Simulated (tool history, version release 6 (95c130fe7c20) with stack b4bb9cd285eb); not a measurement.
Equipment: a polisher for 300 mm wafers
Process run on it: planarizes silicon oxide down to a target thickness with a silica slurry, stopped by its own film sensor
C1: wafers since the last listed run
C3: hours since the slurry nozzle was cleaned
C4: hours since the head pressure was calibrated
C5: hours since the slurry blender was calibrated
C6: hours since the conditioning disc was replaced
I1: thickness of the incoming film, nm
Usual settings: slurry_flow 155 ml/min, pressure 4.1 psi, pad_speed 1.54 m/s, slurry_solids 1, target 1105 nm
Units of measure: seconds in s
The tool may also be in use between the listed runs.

{"run": 1, "hour": 0.0, "slurry_flow": 125, "pressure": 4.1, "pad_speed": 1.54, "slurry_solids": 1, "target": 1105, "C1": 0, "wafers polished on this pad": 678, "C3": 488.5, "C4": 801.8, "C5": 132.1, "C6": 357.4, "I1": 1431, "seconds": 91.7}
{"run": 2, "hour": 18.2, "slurry_flow": 125, "pressure": 4.1, "pad_speed": 1.54, "slurry_solids": 1, "target": 1105, "C1": 125, "wafers polished on this pad": 804, "C3": 506.7, "C4": 820, "C5": 150.3, "C6": 375.6, "I1": 1407.3, "seconds": 85.2}
{"run": 3, "hour": 33.1, "slurry_flow": 155, "pressure": 4.1, "pad_speed": 1.54, "slurry_solids": 1, "target": 1105, "C1": 102, "wafers polished on this pad": 906, "C3": 521.6, "C4": 834.9, "C5": 165.2, "C6": 390.5, "I1": 1404.8, "seconds": 79.9}
{"hour": 40.9, "done": "worn pad replaced by a new one"}
{"run": 4, "hour": 48.6, "slurry_flow": 155, "pressure": 4.1, "pad_speed": 1.54, "slurry_solids": 1, "target": 1105, "C1": 79, "wafers polished on this pad": 52, "C3": 537.1, "C4": 850.4, "C5": 180.7, "C6": 406, "I1": 1407.5, "seconds": 82.6}
{"run": 5, "hour": 74.9, "slurry_flow": 155, "pressure": 4.1, "pad_speed": 1.78, "slurry_solids": 1, "target": 1105, "C1": 181, "wafers polished on this pad": 233, "C3": 563.4, "C4": 876.7, "C5": 207, "C6": 432.3, "I1": 1449.4, "seconds": 85.8}
{"run": 6, "hour": 104.9, "slurry_flow": 155, "pressure": 4.1, "pad_speed": 1.54, "slurry_solids": 1, "target": 1105, "C1": 206, "wafers polished on this pad": 440, "C3": 593.4, "C4": 906.7, "C5": 237, "C6": 462.3, "I1": 1423.1, "seconds": 89}
{"hour": 121.0, "done": "slurry nozzle cleaned"}
{"run": 7, "hour": 136.1, "slurry_flow": 155, "pressure": 4.1, "pad_speed": 1.54, "slurry_solids": 1, "target": 1105, "C1": 207, "wafers polished on this pad": 648, "C3": 15.1, "C4": 937.9, "C5": 268.2, "C6": 493.5, "I1": 1443.3, "seconds": 96.2}
{"hour": 166.2, "done": "slurry blender recalibrated"}
{"run": 8, "hour": 167.9, "slurry_flow": 155, "pressure": 4.1, "pad_speed": 1.54, "slurry_solids": 1, "target": 1105, "C1": 205, "wafers polished on this pad": 853, "C3": 46.9, "C4": 969.7, "C5": 1.7, "C6": 525.3, "I1": 1423.7, "seconds": 90.4}
{"run": 9, "hour": 181.0, "slurry_flow": 155, "pressure": 4.1, "pad_speed": 1.54, "slurry_solids": 1, "target": 1105, "C1": 90, "wafers polished on this pad": 943, "C3": 60, "C4": 982.8, "C5": 14.8, "C6": 538.4, "I1": 1441.8, "seconds": 94.7}
{"hour": 191.5, "done": "worn pad replaced by a new one"}
{"run": 10, "hour": 195.6, "slurry_flow": 155, "pressure": 4.1, "pad_speed": 1.1, "slurry_solids": 1.25, "target": 1105, "C1": 72, "wafers polished on this pad": 28, "C3": 74.6, "C4": 997.4, "C5": 29.4, "C6": 553, "I1": 1427.3, "seconds": 101.8}
{"hour": 203.9, "done": "head pressure recalibrated"}
{"hour": 215.9, "done": "conditioning disc replaced and pad reconditioned"}
{"run": 11, "hour": 223.9, "slurry_flow": 155, "pressure": 4.1, "pad_speed": 1.54, "slurry_solids": 1, "target": 1105, "C1": 167, "wafers polished on this pad": 195, "C3": 102.9, "C4": 20, "C5": 57.7, "C6": 8, "I1": 1426.9, "seconds": 70.5}
{"run": 12, "hour": 256.1, "slurry_flow": 190, "pressure": 4.5, "pad_speed": 1.54, "slurry_solids": 1, "target": 1105, "C1": 221, "wafers polished on this pad": 417, "C3": 135.1, "C4": 52.2, "C5": 89.9, "C6": 40.2, "I1": 1423.4, "seconds": 62}
{"run": 13, "hour": 280.5, "slurry_flow": 180, "pressure": 4.1, "pad_speed": 1.8, "slurry_solids": 1.3, "target": 1105, "C1": 167, "wafers polished on this pad": 585, "C3": 159.5, "C4": 76.6, "C5": 114.3, "C6": 64.6, "I1": 1445.3, "seconds": 60.5}
{"run": 14, "hour": 314.0, "slurry_flow": 155, "pressure": 5.3, "pad_speed": 1.76, "slurry_solids": 1, "target": 1050, "C1": 230, "wafers polished on this pad": 816, "C3": 193, "C4": 110.1, "C5": 147.8, "C6": 98.1, "I1": 1406.8, "seconds": 61.5}
{"hour": 323.3, "done": "worn pad replaced by a new one"}
{"run": 15, "hour": 342.5, "slurry_flow": 155, "pressure": 4.1, "pad_speed": 1.54, "slurry_solids": 1, "target": 1105, "C1": 168, "wafers polished on this pad": 132, "C3": 221.5, "C4": 138.6, "C5": 176.3, "C6": 126.6, "I1": 1435.6, "seconds": 80.3}
{"run": 16, "hour": 359.9, "slurry_flow": 205, "pressure": 4.1, "pad_speed": 1.54, "slurry_solids": 1, "target": 1105, "C1": 119, "wafers polished on this pad": 252, "C3": 238.9, "C4": 156, "C5": 193.7, "C6": 144, "I1": 1409.8, "seconds": 70.4}

Alternative continuations, all from the tool just after run 16; predict every row:
{"run": "A", "hour": 360.3, "slurry_flow": 155, "pressure": 3.3, "pad_speed": 1.54, "slurry_solids": 1, "target": 1105, "C1": 2, "wafers polished on this pad": 254, "C3": 239.3, "C4": 156.4, "C5": 194.1, "C6": 144.4, "I1": 1427.1, "seconds": "?"}
{"run": "B", "hour": 360.3, "slurry_flow": 170, "pressure": 4.1, "pad_speed": 1.54, "slurry_solids": 1.2, "target": 1105, "C1": 2, "wafers polished on this pad": 254, "C3": 239.3, "C4": 156.4, "C5": 194.1, "C6": 144.4, "I1": 1427.1, "seconds": "?"}
{"run": "C", "hour": 360.3, "slurry_flow": 115, "pressure": 4.9, "pad_speed": 2.02, "slurry_solids": 1, "target": 1167, "C1": 2, "wafers polished on this pad": 254, "C3": 239.3, "C4": 156.4, "C5": 194.1, "C6": 144.4, "I1": 1427.1, "seconds": "?"}

run=A seconds=93.5
run=B seconds=69.1
run=C seconds=47
What these runs would have given with no unlogged condition in the tool:
run=A seconds=84.4
run=B seconds=61.2
run=C seconds=39.5
